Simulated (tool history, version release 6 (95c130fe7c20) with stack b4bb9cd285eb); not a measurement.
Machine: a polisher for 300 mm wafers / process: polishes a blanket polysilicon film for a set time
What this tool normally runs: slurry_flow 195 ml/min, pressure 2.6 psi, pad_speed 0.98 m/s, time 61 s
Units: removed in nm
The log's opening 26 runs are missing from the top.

run     day  slurry_flow  pressure  pad_speed  time  wafers since the last listed run  wafers polished on this pad  hours since the slurry nozzle was cleaned  hours since the head pressure was calibrated  incoming thickness of the incoming film, nm  removed
 27  15.346          195       2.6       0.98    61                               156                         1009                                      177.3                                         113.3                                       2350.9    394.4
     15.992  -- worn pad replaced by a new one
 28  16.012          195       2.6       0.98    61                               104                            4                                      193.3                                         129.3                                       2344.8    403.3
 29  16.683          125       3.3       1.14    51                               139                          143                                      209.4                                         145.4                                       2336.5    435.7
 30  17.204          245       3.1       1.24    61                               108                          252                                      221.9                                         157.9                                       2347.2    558.9
 31  17.754          195       3.1       1.28    61                               114                          366                                      235.1                                         171.1                                       2330.6    557.7
 32  18.292          195       2.6       0.98    61                               111                          478                                        248                                           184                                       2402.9    395.4
 33  18.725          195       2.6       0.98    61                                90                          568                                      258.4                                         194.4                                       2352.5    400.9
 34   19.05          195       2.6       0.98    61                                67                          636                                      266.2                                         202.2                                       2411.8    398.3
 35  19.704          195       2.6       0.98    79                               136                          772                                      281.9                                         217.9                                       2367.4    516.7
 36    20.2          225       3.4       0.84    79                               103                          876                                      293.8                                         229.8                                       2355.4    570.7
 37  20.562          195       2.6       0.98    61                                75                          951                                      302.5                                         238.5                                       2365.6    393.5
 38  21.283          195       2.3       0.98    46                               150                         1101                                      319.8                                         255.8                                       2360.2    267.5

Forecast each of these 3 alternatives for the next run:
  A  21.3          195       3.1       0.98    61                                 3                         1105                                      320.2                                         256.2                                       2359.4        ?
  B  21.3          195       2.6       0.98    43                                 3                         1105                                      320.2                                         256.2                                       2359.4        ?
  C  21.3          135         3       1.28    52                                 3                         1105                                      320.2                                         256.2                                       2359.4        ?

run  removed
  A    447.4
  B    275.4
  C    433.5
Had the tool no hidden state, the same runs would have come out as:
run  removed
  A    474.1
  B    291.8
  C    459.4

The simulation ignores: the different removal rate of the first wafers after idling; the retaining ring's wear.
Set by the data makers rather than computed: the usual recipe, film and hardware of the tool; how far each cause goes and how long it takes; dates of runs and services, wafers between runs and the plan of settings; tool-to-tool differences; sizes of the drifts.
